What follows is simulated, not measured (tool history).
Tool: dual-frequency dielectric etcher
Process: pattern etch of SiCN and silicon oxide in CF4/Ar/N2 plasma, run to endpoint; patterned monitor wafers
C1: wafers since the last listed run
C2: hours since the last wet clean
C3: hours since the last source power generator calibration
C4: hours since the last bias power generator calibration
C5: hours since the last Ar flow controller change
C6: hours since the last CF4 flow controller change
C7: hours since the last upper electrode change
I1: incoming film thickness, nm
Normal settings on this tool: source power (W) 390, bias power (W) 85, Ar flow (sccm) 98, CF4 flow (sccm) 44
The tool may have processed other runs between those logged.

{"run": 1, "hour": 0.0, "source power (W)": 310, "bias power (W)": 85, "Ar flow (sccm)": 98, "CF4 flow (sccm)": 44, "C1": 0, "C2": 477.6, "C3": 0.5, "C4": 3557.4, "C5": 2284.6, "C6": 1.5, "C7": 5080.5, "I1": 16.47, "endpoint time (s)": 28.6}
{"hour": 30.6, "done": "upper electrode replaced"}
{"hour": 33.7, "done": "wet clean of the chamber"}
{"run": 2, "hour": 34.2, "source power (W)": 310, "bias power (W)": 85, "Ar flow (sccm)": 98, "CF4 flow (sccm)": 44, "C1": 119, "C2": 0.5, "C3": 34.7, "C4": 3591.6, "C5": 2318.8, "C6": 35.7, "C7": 3.6, "I1": 16.48, "endpoint time (s)": 27.0}
{"run": 3, "hour": 34.5, "source power (W)": 390, "bias power (W)": 85, "Ar flow (sccm)": 98, "CF4 flow (sccm)": 44, "C1": 5, "C2": 0.8, "C3": 35.0, "C4": 3591.9, "C5": 2319.1, "C6": 36.0, "C7": 3.9, "I1": 16.37, "endpoint time (s)": 22.4}
{"run": 4, "hour": 38.6, "source power (W)": 390, "bias power (W)": 85, "Ar flow (sccm)": 98, "CF4 flow (sccm)": 44, "C1": 68, "C2": 4.9, "C3": 39.1, "C4": 3596.0, "C5": 2323.2, "C6": 40.1, "C7": 8.0, "I1": 16.59, "endpoint time (s)": 22.3}
{"run": 5, "hour": 52.2, "source power (W)": 390, "bias power (W)": 85, "Ar flow (sccm)": 98, "CF4 flow (sccm)": 44, "C1": 227, "C2": 18.5, "C3": 52.7, "C4": 3609.6, "C5": 2336.8, "C6": 53.7, "C7": 21.6, "I1": 16.58, "endpoint time (s)": 22.6}
{"run": 6, "hour": 69.4, "source power (W)": 480, "bias power (W)": 99, "Ar flow (sccm)": 98, "CF4 flow (sccm)": 44, "C1": 287, "C2": 35.7, "C3": 69.9, "C4": 3626.8, "C5": 2354.0, "C6": 70.9, "C7": 38.8, "I1": 16.61, "endpoint time (s)": 18.3}
{"run": 7, "hour": 94.0, "source power (W)": 340, "bias power (W)": 85, "Ar flow (sccm)": 98, "CF4 flow (sccm)": 44, "C1": 411, "C2": 60.3, "C3": 94.5, "C4": 3651.4, "C5": 2378.6, "C6": 95.5, "C7": 63.4, "I1": 16.62, "endpoint time (s)": 25.4}
{"run": 8, "hour": 110.4, "source power (W)": 350, "bias power (W)": 77, "Ar flow (sccm)": 98, "CF4 flow (sccm)": 35, "C1": 274, "C2": 76.7, "C3": 110.9, "C4": 3667.8, "C5": 2395.0, "C6": 111.9, "C7": 79.8, "I1": 16.54, "endpoint time (s)": 26.7}
{"run": 9, "hour": 127.2, "source power (W)": 350, "bias power (W)": 104, "Ar flow (sccm)": 98, "CF4 flow (sccm)": 44, "C1": 280, "C2": 93.5, "C3": 127.7, "C4": 3684.6, "C5": 2411.8, "C6": 128.7, "C7": 96.6, "I1": 16.49, "endpoint time (s)": 22.9}
{"run": 10, "hour": 135.9, "source power (W)": 390, "bias power (W)": 65, "Ar flow (sccm)": 75, "CF4 flow (sccm)": 44, "C1": 145, "C2": 102.2, "C3": 136.4, "C4": 3693.3, "C5": 2420.5, "C6": 137.4, "C7": 105.3, "I1": 16.53, "endpoint time (s)": 23.5}
{"hour": 147.8, "done": "bias power generator calibrated"}
{"run": 11, "hour": 150.6, "source power (W)": 300, "bias power (W)": 73, "Ar flow (sccm)": 98, "CF4 flow (sccm)": 39, "C1": 178, "C2": 116.9, "C3": 151.1, "C4": 2.8, "C5": 2435.2, "C6": 152.1, "C7": 120.0, "I1": 16.53, "endpoint time (s)": 30.4}
{"run": 12, "hour": 164.9, "source power (W)": 390, "bias power (W)": 95, "Ar flow (sccm)": 78, "CF4 flow (sccm)": 44, "C1": 239, "C2": 131.2, "C3": 165.4, "C4": 17.1, "C5": 2449.5, "C6": 166.4, "C7": 134.3, "I1": 16.49, "endpoint time (s)": 20.9}
{"run": 13, "hour": 172.7, "source power (W)": 390, "bias power (W)": 85, "Ar flow (sccm)": 98, "CF4 flow (sccm)": 44, "C1": 130, "C2": 139.0, "C3": 173.2, "C4": 24.9, "C5": 2457.3, "C6": 174.2, "C7": 142.1, "I1": 16.46, "endpoint time (s)": 23.0}
{"run": 14, "hour": 179.3, "source power (W)": 450, "bias power (W)": 71, "Ar flow (sccm)": 98, "CF4 flow (sccm)": 44, "C1": 110, "C2": 145.6, "C3": 179.8, "C4": 31.5, "C5": 2463.9, "C6": 180.8, "C7": 148.7, "I1": 16.57, "endpoint time (s)": 22.0}
{"run": 15, "hour": 196.8, "source power (W)": 390, "bias power (W)": 99, "Ar flow (sccm)": 77, "CF4 flow (sccm)": 44, "C1": 292, "C2": 163.1, "C3": 197.3, "C4": 49.0, "C5": 2481.4, "C6": 198.3, "C7": 166.2, "I1": 16.54, "endpoint time (s)": 20.8}
{"hour": 210.9, "done": "Ar flow controller replaced"}
{"run": 16, "hour": 211.9, "source power (W)": 340, "bias power (W)": 98, "Ar flow (sccm)": 113, "CF4 flow (sccm)": 44, "C1": 152, "C2": 178.2, "C3": 212.4, "C4": 64.1, "C5": 1.0, "C6": 213.4, "C7": 181.3, "I1": 16.53, "endpoint time (s)": 25.5}
{"run": 17, "hour": 226.9, "source power (W)": 390, "bias power (W)": 72, "Ar flow (sccm)": 98, "CF4 flow (sccm)": 44, "C1": 250, "C2": 193.2, "C3": 227.4, "C4": 79.1, "C5": 16.0, "C6": 228.4, "C7": 196.3, "I1": 16.51, "endpoint time (s)": 24.7}
{"run": 18, "hour": 239.3, "source power (W)": 470, "bias power (W)": 97, "Ar flow (sccm)": 115, "CF4 flow (sccm)": 33, "C1": 207, "C2": 205.6, "C3": 239.8, "C4": 91.5, "C5": 28.4, "C6": 240.8, "C7": 208.7, "I1": 16.65, "endpoint time (s)": 20.4}
{"run": 19, "hour": 257.1, "source power (W)": 390, "bias power (W)": 85, "Ar flow (sccm)": 98, "CF4 flow (sccm)": 44, "C1": 297, "C2": 223.4, "C3": 257.6, "C4": 109.3, "C5": 46.2, "C6": 258.6, "C7": 226.5, "I1": 16.57, "endpoint time (s)": 23.4}
{"run": 20, "hour": 267.7, "source power (W)": 390, "bias power (W)": 85, "Ar flow (sccm)": 98, "CF4 flow (sccm)": 44, "C1": 177, "C2": 234.0, "C3": 268.2, "C4": 119.9, "C5": 56.8, "C6": 269.2, "C7": 237.1, "I1": 16.34, "endpoint time (s)": 22.8}
{"run": 21, "hour": 276.5, "source power (W)": 300, "bias power (W)": 85, "Ar flow (sccm)": 89, "CF4 flow (sccm)": 37, "C1": 147, "C2": 242.8, "C3": 277.0, "C4": 128.7, "C5": 65.6, "C6": 278.0, "C7": 245.9, "I1": 16.6, "endpoint time (s)": 28.6}
{"run": 22, "hour": 290.1, "source power (W)": 340, "bias power (W)": 85, "Ar flow (sccm)": 98, "CF4 flow (sccm)": 44, "C1": 227, "C2": 256.4, "C3": 290.6, "C4": 142.3, "C5": 79.2, "C6": 291.6, "C7": 259.5, "I1": 16.54, "endpoint time (s)": 26.0}
{"run": 23, "hour": 305.8, "source power (W)": 480, "bias power (W)": 66, "Ar flow (sccm)": 98, "CF4 flow (sccm)": 44, "C1": 262, "C2": 272.1, "C3": 306.3, "C4": 158.0, "C5": 94.9, "C6": 307.3, "C7": 275.2, "I1": 16.57, "endpoint time (s)": 21.6}
{"run": 24, "hour": 315.8, "source power (W)": 390, "bias power (W)": 85, "Ar flow (sccm)": 98, "CF4 flow (sccm)": 44, "C1": 167, "C2": 282.1, "C3": 316.3, "C4": 168.0, "C5": 104.9, "C6": 317.3, "C7": 285.2, "I1": 16.38, "endpoint time (s)": 23.2}
{"run": 25, "hour": 323.9, "source power (W)": 390, "bias power (W)": 102, "Ar flow (sccm)": 76, "CF4 flow (sccm)": 44, "C1": 135, "C2": 290.2, "C3": 324.4, "C4": 176.1, "C5": 113.0, "C6": 325.4, "C7": 293.3, "I1": 16.34, "endpoint time (s)": 20.3}

What was the tool's hidden state at every run in the log?
source power that arrives over what is set, %: 0, the same for each run
bias power that arrives over what is set, %: 0, the same for each run
Ar flow that arrives over what is set, %: 0, the same for each run
CF4 flow that arrives over what is set, %: 0, the same for each run
H1: etch rate over this chamber's usual, %
run=1 H1=-4.93
run=2 H1=0.364
run=3 H1=0.361
run=4 H1=0.318
run=5 H1=0.176
run=6 H1=-0.00276
run=7 H1=-0.259
run=8 H1=-0.43
run=9 H1=-0.605
run=10 H1=-0.696
run=11 H1=-0.849
run=12 H1=-0.998
run=13 H1=-1.08
run=14 H1=-1.15
run=15 H1=-1.33
run=16 H1=-1.49
run=17 H1=-1.64
run=18 H1=-1.77
run=19 H1=-1.96
run=20 H1=-2.07
run=21 H1=-2.16
run=22 H1=-2.3
run=23 H1=-2.47
run=24 H1=-2.57
run=25 H1=-2.65
